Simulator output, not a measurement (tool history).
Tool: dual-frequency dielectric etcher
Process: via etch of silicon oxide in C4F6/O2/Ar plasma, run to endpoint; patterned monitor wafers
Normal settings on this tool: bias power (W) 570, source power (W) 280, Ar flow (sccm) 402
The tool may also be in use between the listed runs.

run	hour	bias power (W)	source power (W)	Ar flow (sccm)	wafers since the last listed run	hours since the last wet clean	hours since the last bias power generator calibration	hours since the last source power generator calibration	hours since the last Ar flow controller change	hours since the last upper electrode change	incoming incoming film thickness, nm	endpoint time (s)
1	0	570	280	402	0	608.1	735.7	3752.3	2886.8	1680.4	117.7	27
# hour 36.5: wet clean of the chamber
2	102.6	570	280	402	1582	66.1	838.3	3854.9	2989.4	1783	117.2	27.7
3	205.1	570	280	402	2064	168.6	940.8	3957.4	3091.9	1885.5	118	27.8
4	267.9	570	280	402	1264	231.4	1003.6	4020.2	3154.7	1948.3	116	27.2
5	361.4	570	280	402	1883	324.9	1097.1	4113.7	3248.2	2041.8	117.3	27
# hour 422.8: upper electrode replaced
6	467.7	570	280	402	1657	431.2	1203.4	4220	3354.5	44.9	116.8	26.9
7	520.2	570	280	402	1057	483.7	1255.9	4272.5	3407	97.4	117.7	27.3
# hour 557.3: wet clean of the chamber
8	561.2	570	280	402	342	3.9	1296.9	4313.5	3448	138.4	118.7	26.2
# hour 620.7: Ar flow controller replaced
9	632.4	570	220	402	1313	75.1	1368.1	4384.7	11.7	209.6	116.6	29.4
# hour 685.9: bias power generator calibrated
# hour 729.2: wet clean of the chamber, repeated, since the last time left the tool worse
10	729.7	570	350	402	1395	0.5	43.8	4482	109	306.9	116.4	25
11	767.8	570	280	402	767	38.6	81.9	4520.1	147.1	345	116.4	27.6
# hour 783.4: source power generator calibrated
12	815.1	524	250	346	872	85.9	129.2	31.7	194.4	392.3	117.1	29.2
13	908.9	570	280	402	1889	179.7	223	125.5	288.2	486.1	116.5	27.4
14	963.8	570	330	402	1105	234.6	277.9	180.4	343.1	541	116.8	25.2
15	1037.1	616	280	402	1476	307.9	351.2	253.7	416.4	614.3	117.1	26.8
16	1089.1	695	250	402	1047	359.9	403.2	305.7	468.4	666.3	116.9	27.9

Some steps in endpoint time (s), run to run, broken into two amounts with sign: the step expected even without the hidden condition (settings, incoming material, random variation), and the rest, left for the hidden condition together with whatever gauge scatter is not in both the measured and the hidden-condition-free result:
Hidden conditions of the tool in this case: etch rate over this chamber's usual, %; bias power that arrives over what is set, %; source power that arrives over what is set, %; Ar flow that arrives over what is set, %.
Run 9 -> 10: source power (W) 220 -> 350, bias power generator calibrated, wet clean of the chamber, repeated, since the last time left the tool worse. endpoint time (s) -4.4: hidden state +1.9, all else -6.3.

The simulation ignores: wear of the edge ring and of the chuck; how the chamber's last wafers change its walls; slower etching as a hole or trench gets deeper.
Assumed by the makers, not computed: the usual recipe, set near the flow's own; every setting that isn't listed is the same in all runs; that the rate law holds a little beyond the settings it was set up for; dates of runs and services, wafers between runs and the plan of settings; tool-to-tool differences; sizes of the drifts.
